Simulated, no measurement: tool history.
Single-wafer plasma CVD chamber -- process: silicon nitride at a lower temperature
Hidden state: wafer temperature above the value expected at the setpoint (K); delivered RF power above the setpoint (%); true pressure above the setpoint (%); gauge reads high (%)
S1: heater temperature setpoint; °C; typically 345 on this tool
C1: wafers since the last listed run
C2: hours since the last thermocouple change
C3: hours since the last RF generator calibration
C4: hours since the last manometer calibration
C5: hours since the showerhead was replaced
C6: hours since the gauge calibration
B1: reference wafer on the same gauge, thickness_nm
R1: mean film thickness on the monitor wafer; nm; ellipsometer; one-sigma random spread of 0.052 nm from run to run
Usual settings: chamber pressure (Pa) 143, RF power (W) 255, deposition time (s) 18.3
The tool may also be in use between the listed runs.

Run 1, hour 0: usual settings; C1 0; C2 2842.8; C3 2294.1; C4 19.5; C5 6393; C6 494.5; B1 18.384. Result: R1 16.139 nm.
At hour 3.4: gauge calibrated.
Run 2, hour 7.9: usual settings; C1 277; C2 2850.7; C3 2302; C4 27.4; C5 6400.9; C6 4.5; B1 18.385. Result: R1 16.088 nm.
Run 3, hour 24.3: usual settings but S1 350 °C, RF power (W) 215; C1 576; C2 2867.1; C3 2318.4; C4 43.8; C5 6417.3; C6 20.9; B1 18.418. Result: R1 14.522 nm.
Run 4, hour 33.1: usual settings but S1 337 °C, deposition time (s) 21.3; C1 309; C2 2875.9; C3 2327.2; C4 52.6; C5 6426.1; C6 29.7; B1 18.404. Result: R1 18.869 nm.
Run 5, hour 46.6: usual settings but chamber pressure (Pa) 132; C1 474; C2 2889.4; C3 2340.7; C4 66.1; C5 6439.6; C6 43.2; B1 18.386. Result: R1 15.779 nm.
At hour 57.7: thermocouple changed; heater temperature recalibrated.
Run 6, hour 60.7: usual settings but RF power (W) 230; C1 214; C2 3; C3 2354.8; C4 80.2; C5 6453.7; C6 57.3; B1 18.393. Result: R1 15.11 nm.
Run 7, hour 100.1: usual settings; C1 1385; C2 42.4; C3 2394.2; C4 119.6; C5 6493.1; C6 96.7; B1 18.384. Result: R1 16.217 nm.
Run 8, hour 108.4: usual settings but chamber pressure (Pa) 132, deposition time (s) 15.9; C1 291; C2 50.7; C3 2402.5; C4 127.9; C5 6501.4; C6 105; B1 18.384. Result: R1 13.776 nm.
Run 9, hour 116.8: usual settings but S1 330 °C, chamber pressure (Pa) 175, RF power (W) 290, deposition time (s) 16; C1 295; C2 59.1; C3 2410.9; C4 136.3; C5 6509.8; C6 113.4; B1 18.412. Result: R1 16.102 nm.
At hour 138: RF generator calibrated.
Run 10, hour 138.5: usual settings but chamber pressure (Pa) 129, deposition time (s) 15.4; C1 481; C2 80.8; C3 0.5; C4 158; C5 6531.5; C6 135.1; B1 18.4. Result: R1 12.803 nm.
Run 11, hour 147.2: usual settings; C1 306; C2 89.5; C3 9.2; C4 166.7; C5 6540.2; C6 143.8; B1 18.401. Result: R1 15.656 nm.
At hour 157.8: showerhead replaced.
Run 12, hour 159.4: usual settings but S1 352 °C, chamber pressure (Pa) 163, RF power (W) 240; C1 147; C2 101.7; C3 21.4; C4 178.9; C5 1.6; C6 156; B1 18.41. Result: R1 15.523 nm.
Run 13, hour 174.6: usual settings but S1 332 °C; C1 534; C2 116.9; C3 36.6; C4 194.1; C5 16.8; C6 171.2; B1 18.4. Result: R1 15.738 nm.
Run 14, hour 190: usual settings but S1 336 °C; C1 541; C2 132.3; C3 52; C4 209.5; C5 32.2; C6 186.6; B1 18.396. Result: R1 15.704 nm.
At hour 239.6: RF generator calibrated, repeated, since the last time left the tool worse.
Run 15, hour 243.2: usual settings but chamber pressure (Pa) 177, RF power (W) 280; C1 1589; C2 185.5; C3 3.6; C4 262.7; C5 85.4; C6 239.8; B1 18.402. Result: R1 18.549 nm.
Run 16, hour 258: usual settings but chamber pressure (Pa) 173, RF power (W) 270; C1 520; C2 200.3; C3 18.4; C4 277.5; C5 100.2; C6 254.6; B1 18.404. Result: R1 18.006 nm.
Run 17, hour 272.1: usual settings but S1 350 °C, chamber pressure (Pa) 117, RF power (W) 280, deposition time (s) 20.3; C1 495; C2 214.4; C3 32.5; C4 291.6; C5 114.3; C6 268.7; B1 18.4. Result: R1 18.655 nm.
Run 18, hour 304.3: usual settings but S1 350 °C, chamber pressure (Pa) 128; C1 1132; C2 246.6; C3 64.7; C4 323.8; C5 146.5; C6 300.9; B1 18.404. Result: R1 16.046 nm.
Run 19, hour 313.4: usual settings; C1 320; C2 255.7; C3 73.8; C4 332.9; C5 155.6; C6 310; B1 18.399. Result: R1 16.589 nm.
Run 20, hour 330.8: usual settings but chamber pressure (Pa) 163, deposition time (s) 19.8; C1 612; C2 273.1; C3 91.2; C4 350.3; C5 173; C6 327.4; B1 18.396. Result: R1 18.599 nm.
Run 21, hour 341.2: usual settings but S1 331 °C, chamber pressure (Pa) 127, deposition time (s) 20.9; C1 365; C2 283.5; C3 101.6; C4 360.7; C5 183.4; C6 337.8; B1 18.396. Result: R1 18.558 nm.
Run 22, hour 389.6: usual settings but RF power (W) 295, deposition time (s) 21.3; C1 1702; C2 331.9; C3 150; C4 409.1; C5 231.8; C6 386.2; B1 18.407. Result: R1 21.071 nm.
Run 23, hour 400.1: usual settings but S1 359 °C; C1 369; C2 342.4; C3 160.5; C4 419.6; C5 242.3; C6 396.7; B1 18.414. Result: R1 16.52 nm.
Run 24, hour 410.9: usual settings but RF power (W) 230; C1 379; C2 353.2; C3 171.3; C4 430.4; C5 253.1; C6 407.5; B1 18.416. Result: R1 15.534 nm.
Run 25, hour 425.3: usual settings but S1 352 °C, RF power (W) 290; C1 506; C2 367.6; C3 185.7; C4 444.8; C5 267.5; C6 421.9; B1 18.4. Result: R1 17.875 nm.
Run 26, hour 436.4: usual settings; C1 390; C2 378.7; C3 196.8; C4 455.9; C5 278.6; C6 433; B1 18.403. Result: R1 16.668 nm.
Run 27, hour 453.9: usual settings but chamber pressure (Pa) 159; C1 615; C2 396.2; C3 214.3; C4 473.4; C5 296.1; C6 450.5; B1 18.391. Result: R1 16.88 nm.
Run 28, hour 468.2: usual settings but S1 330 °C, chamber pressure (Pa) 175, RF power (W) 235; C1 502; C2 410.5; C3 228.6; C4 487.7; C5 310.4; C6 464.8; B1 18.404. Result: R1 16.539 nm.

Each row is a separate what-if for the run after 28, all from the same tool condition, not one after another. Results?
Run A, hour 468.6: usual settings; C1 14; C2 410.9; C3 229; C4 488.1; C5 310.8; C6 465.2; B1 ?. Result: R1 ?.
Run B, hour 468.6: usual settings but chamber pressure (Pa) 171; C1 14; C2 410.9; C3 229; C4 488.1; C5 310.8; C6 465.2; B1 ?. Result: R1 ?.
Run C, hour 468.6: usual settings but S1 336 °C, chamber pressure (Pa) 165; C1 14; C2 410.9; C3 229; C4 488.1; C5 310.8; C6 465.2; B1 ?. Result: R1 ?.
Run D, hour 468.6: usual settings but S1 350 °C, deposition time (s) 21.5; C1 14; C2 410.9; C3 229; C4 488.1; C5 310.8; C6 465.2; B1 ?. Result: R1 ?.

run      B1      R1
  A  18.386   16.52
  B  18.386  17.235
  C  18.386  17.173
  D  18.386  19.361
Stripped of hidden state, with their random variation kept, the same runs would have yielded:
run      R1
  A  16.695
  B  17.417
  C  17.354
  D  19.565
